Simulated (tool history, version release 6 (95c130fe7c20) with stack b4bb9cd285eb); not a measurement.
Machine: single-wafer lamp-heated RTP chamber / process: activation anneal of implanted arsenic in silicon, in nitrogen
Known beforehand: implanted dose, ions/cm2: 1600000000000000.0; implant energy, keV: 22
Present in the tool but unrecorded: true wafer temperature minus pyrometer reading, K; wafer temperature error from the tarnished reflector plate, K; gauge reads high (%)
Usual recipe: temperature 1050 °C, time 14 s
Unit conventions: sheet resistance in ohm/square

run,day,temperature,time,wafers since the last listed run,wafers since the last pyrometer calibration,wafers since the reflector plate was cleaned,hours since the gauge calibration,"read-back reference wafer on the same gauge, sheet resistance",sheet resistance
1,0.000,1050,14,0,6878,5492,236.2,104.47,92.51
2,0.571,1050,14,135,7014,5627,249.9,104.27,91.27
3,0.921,1050,14,83,7097,5711,258.3,104.36,91.42
4,1.583,1050,14,157,7255,5869,274.2,104.49,91.66
5,2.292,1050,14,168,7423,6037,291.2,104.60,91.90
6,2.858,1050,14,134,7558,6172,304.8,104.52,91.38
7,3.179,1050,11,76,7635,6248,312.5,104.54,95.20
8,3.646,1040,14,111,7746,6360,323.7,104.42,94.56
9,4.154,1040,14,121,7867,6481,335.9,104.34,94.69
10,4.479,1050,14,77,7944,6558,343.7,104.40,91.37
11,5.075,1050,14,141,8086,6700,358.0,104.27,91.22
12,5.754,1050,14,161,8248,6861,374.3,104.28,91.56
13,6.167,1050,14,98,8346,6960,384.2,104.40,91.75
14,6.892,1050,14,172,8518,7132,401.6,104.52,91.71
15,7.604,1034,9,169,8688,7302,418.7,104.48,101.15
16,8.083,1034,9,114,8802,7416,430.2,104.45,102.91
17,9.475,1034,9,331,9133,7747,463.6,104.56,101.39
# day 11.821: pyrometer window cleaned and pyrometer calibrated
18,11.842,1050,14,484,4,8231,520.4,104.44,90.56
19,12.167,1041,19,77,82,8309,528.2,104.25,89.78
20,12.908,1064,18,176,258,8485,546.0,104.56,83.73
21,13.288,1050,14,90,349,8576,555.1,104.57,90.84
# day 13.308: gauge calibrated
22,14.038,1027,19,178,527,8754,17.5,104.57,94.36
23,14.571,1050,14,126,654,8881,30.3,104.61,90.98
24,15.142,1050,11,135,790,9017,44.0,104.57,93.52
# day 15.500: reflector plate cleaned
25,16.442,1050,14,230,1020,223,75.2,104.58,93.11
26,17.154,1050,10,169,1190,393,92.3,104.56,97.79
27,17.750,1025,8,141,1332,535,106.6,104.40,108.51
28,18.300,1050,6,130,1463,666,119.8,104.53,102.33
29,18.821,1050,22,123,1586,790,132.3,104.43,86.81
30,19.558,1026,20,175,1762,965,150.0,104.36,96.45
31,20.142,1038,8,138,1901,1104,164.0,104.74,103.16
32,20.854,1050,14,169,2071,1274,181.1,104.44,92.57
33,21.404,1063,12,130,2202,1405,194.3,104.63,91.04
34,21.754,1074,10,83,2285,1488,202.7,104.50,89.79
35,22.121,1050,14,87,2372,1575,211.5,104.49,93.66

Measured minus without-hidden-state, run by run (identical run-to-run variation in each term; gauge scatter may differ):
run,sheet resistance
1,-1.67
2,-1.69
3,-1.72
4,-1.76
5,-1.82
6,-1.85
7,-1.89
8,-1.96
9,-2.00
10,-1.96
11,-2.00
12,-2.06
13,-2.09
14,-2.14
15,-2.25
16,-2.32
17,-2.39
18,-2.45
19,-2.53
20,-2.33
21,-2.56
22,-2.82
23,-2.65
24,-2.69
25,-0.21
26,-0.26
27,-0.32
28,-0.32
29,-0.36
30,-0.46
31,-0.48
32,-0.51
33,-0.53
34,-0.53
35,-0.61
